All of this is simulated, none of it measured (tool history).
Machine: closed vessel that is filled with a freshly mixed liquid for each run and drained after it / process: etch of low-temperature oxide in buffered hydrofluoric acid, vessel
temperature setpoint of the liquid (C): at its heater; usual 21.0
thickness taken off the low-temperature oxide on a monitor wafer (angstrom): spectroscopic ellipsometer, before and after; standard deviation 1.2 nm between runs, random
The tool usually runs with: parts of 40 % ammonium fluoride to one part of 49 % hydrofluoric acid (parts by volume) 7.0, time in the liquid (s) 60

run,day,temperature setpoint of the liquid (C),parts of 40 % ammonium fluoride to one part of 49 % hydrofluoric acid (parts by volume),time in the liquid (s),"read-back film thickness of the low-temperature oxide reference wafer, read on the same gauge (nm)",thickness taken off the low-temperature oxide on a monitor wafer (angstrom)
1,0.000,21.0,7.0,60,70.00,2499.3
2,4.021,21.0,7.0,60,70.01,2500.0
3,5.725,21.0,7.0,60,70.00,2517.2
# day 6.204: hydrofluoric acid flow meter replaced
4,7.267,18.0,6.0,60,70.02,2438.1
5,11.596,21.0,8.0,60,70.00,2172.9
6,14.221,21.0,8.0,60,70.01,2194.8
7,18.179,21.0,7.0,35,69.99,1464.2
8,22.329,21.0,7.0,35,70.02,1467.3
9,24.133,21.0,7.0,35,70.01,1470.0
10,25.788,18.5,5.0,85,70.01,4145.3
11,28.817,17.5,7.0,85,70.00,2935.9
12,30.338,21.0,6.0,35,70.00,1677.8
13,32.775,19.5,5.0,30,69.99,1547.2
# day 34.758: hydrofluoric acid flow meter replaced
14,36.058,25.0,7.0,60,70.01,3134.4
15,40.062,21.0,7.0,60,70.01,2521.7
16,42.417,17.0,5.0,70,70.00,3160.1
17,46.446,21.0,7.0,75,69.99,3148.2
# day 48.754: gauge calibrated
18,50.258,23.0,7.0,60,70.01,2811.6
19,53.879,24.5,7.0,60,70.00,3075.8
20,55.533,23.5,5.5,30,70.01,1789.3
21,57.867,21.0,7.0,60,69.98,2530.4

The next listed run, before its measurement:
# day 59.375: thermometer replaced
# day 63.867: hydrofluoric acid flow meter replaced
22,65.788,18.0,7.0,30,?,?

read-back film thickness of the low-temperature oxide reference wafer, read on the same gauge (nm): 70.00
thickness taken off the low-temperature oxide on a monitor wafer (angstrom): 1067.4
Were there no unlogged condition in the tool, this run, its random variation unchanged, would have produced thickness taken off the low-temperature oxide on a monitor wafer (angstrom) 1067.4.
